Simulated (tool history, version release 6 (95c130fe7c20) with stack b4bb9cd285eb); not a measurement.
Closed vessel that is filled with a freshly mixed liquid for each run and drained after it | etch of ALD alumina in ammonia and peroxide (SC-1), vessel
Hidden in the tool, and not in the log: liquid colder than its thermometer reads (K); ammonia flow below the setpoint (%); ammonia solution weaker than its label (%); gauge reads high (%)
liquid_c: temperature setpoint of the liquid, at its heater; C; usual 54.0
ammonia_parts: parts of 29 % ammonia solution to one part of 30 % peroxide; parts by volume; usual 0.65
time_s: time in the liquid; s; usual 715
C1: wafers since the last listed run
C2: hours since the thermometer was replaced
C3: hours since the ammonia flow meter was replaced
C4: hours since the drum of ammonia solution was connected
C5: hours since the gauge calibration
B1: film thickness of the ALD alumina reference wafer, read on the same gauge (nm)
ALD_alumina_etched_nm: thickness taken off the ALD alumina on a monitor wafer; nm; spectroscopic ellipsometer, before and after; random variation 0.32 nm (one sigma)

{"run": 1, "day": 0.0, "liquid_c": 46.5, "ammonia_parts": 0.65, "time_s": 715, "C1": 0, "C2": 878.3, "C3": 644.0, "C4": 58.5, "C5": 2400.1, "B1": 120.01, "ALD_alumina_etched_nm": 28.92}
{"run": 2, "day": 2.483, "liquid_c": 54.0, "ammonia_parts": 0.65, "time_s": 715, "C1": 4646, "C2": 937.9, "C3": 703.6, "C4": 118.1, "C5": 2459.7, "B1": 120.0, "ALD_alumina_etched_nm": 42.78}
{"run": 3, "day": 4.046, "liquid_c": 54.0, "ammonia_parts": 0.65, "time_s": 715, "C1": 2923, "C2": 975.4, "C3": 741.1, "C4": 155.6, "C5": 2497.2, "B1": 119.98, "ALD_alumina_etched_nm": 42.29}
{"run": 4, "day": 6.912, "liquid_c": 54.0, "ammonia_parts": 0.65, "time_s": 715, "C1": 5363, "C2": 1044.2, "C3": 809.9, "C4": 224.4, "C5": 2566.0, "B1": 120.0, "ALD_alumina_etched_nm": 42.94}
{"run": 5, "day": 9.85, "liquid_c": 47.5, "ammonia_parts": 0.45, "time_s": 715, "C1": 5496, "C2": 1114.7, "C3": 880.4, "C4": 294.9, "C5": 2636.5, "B1": 120.01, "ALD_alumina_etched_nm": 28.79}
{"run": 6, "day": 12.354, "liquid_c": 54.0, "ammonia_parts": 0.65, "time_s": 715, "C1": 4685, "C2": 1174.8, "C3": 940.5, "C4": 355.0, "C5": 2696.6, "B1": 119.97, "ALD_alumina_etched_nm": 42.48}
{"run": 7, "day": 15.454, "liquid_c": 54.0, "ammonia_parts": 0.65, "time_s": 715, "C1": 5800, "C2": 1249.2, "C3": 1014.9, "C4": 429.4, "C5": 2771.0, "B1": 120.0, "ALD_alumina_etched_nm": 42.91}
{"run": 8, "day": 17.475, "liquid_c": 54.0, "ammonia_parts": 0.65, "time_s": 715, "C1": 3781, "C2": 1297.7, "C3": 1063.4, "C4": 477.9, "C5": 2819.5, "B1": 120.02, "ALD_alumina_etched_nm": 42.3}
{"run": 9, "day": 21.417, "liquid_c": 54.0, "ammonia_parts": 0.65, "time_s": 715, "C1": 7374, "C2": 1392.3, "C3": 1158.0, "C4": 572.5, "C5": 2914.1, "B1": 120.01, "ALD_alumina_etched_nm": 42.24}
{"run": 10, "day": 25.062, "liquid_c": 54.0, "ammonia_parts": 0.65, "time_s": 485, "C1": 6821, "C2": 1479.8, "C3": 1245.5, "C4": 660.0, "C5": 3001.6, "B1": 120.02, "ALD_alumina_etched_nm": 28.31}
{"run": 11, "day": 28.162, "liquid_c": 54.0, "ammonia_parts": 0.65, "time_s": 485, "C1": 5800, "C2": 1554.2, "C3": 1319.9, "C4": 734.4, "C5": 3076.0, "B1": 120.0, "ALD_alumina_etched_nm": 28.48}
{"run": 12, "day": 29.95, "liquid_c": 61.0, "ammonia_parts": 0.55, "time_s": 415, "C1": 3344, "C2": 1597.1, "C3": 1362.8, "C4": 777.3, "C5": 3118.9, "B1": 120.0, "ALD_alumina_etched_nm": 35.21}
{"run": 13, "day": 34.283, "liquid_c": 45.0, "ammonia_parts": 0.75, "time_s": 715, "C1": 8107, "C2": 1701.1, "C3": 1466.8, "C4": 881.3, "C5": 3222.9, "B1": 120.01, "ALD_alumina_etched_nm": 25.72}
{"run": 14, "day": 37.512, "liquid_c": 59.5, "ammonia_parts": 0.4, "time_s": 500, "C1": 6041, "C2": 1778.6, "C3": 1544.3, "C4": 958.8, "C5": 3300.4, "B1": 120.01, "ALD_alumina_etched_nm": 37.42}
{"day": 39.412, "done": "ammonia flow meter replaced"}
{"run": 15, "day": 40.042, "liquid_c": 45.0, "ammonia_parts": 0.4, "time_s": 1090, "C1": 4654, "C2": 1839.3, "C3": 15.1, "C4": 1019.5, "C5": 3361.1, "B1": 120.01, "ALD_alumina_etched_nm": 36.32}
{"day": 40.192, "done": "thermometer replaced"}
{"run": 16, "day": 41.696, "liquid_c": 54.0, "ammonia_parts": 0.9, "time_s": 715, "C1": 3017, "C2": 36.1, "C3": 54.8, "C4": 1059.2, "C5": 3400.8, "B1": 120.01, "ALD_alumina_etched_nm": 45.94}

Forecast run 17:
{"day": 43.338, "done": "new drum of ammonia solution connected"}
{"run": 17, "day": 43.779, "liquid_c": 54.0, "ammonia_parts": 0.65, "time_s": 715, "C1": 3819, "C2": 86.1, "C3": 104.8, "C4": 10.6, "C5": 3450.8, "B1": "?", "ALD_alumina_etched_nm": "?"}

B1: 120.03
ALD_alumina_etched_nm: 44.10 nm
Without the tool's hidden state the same run would have given ALD_alumina_etched_nm 44.65 nm.
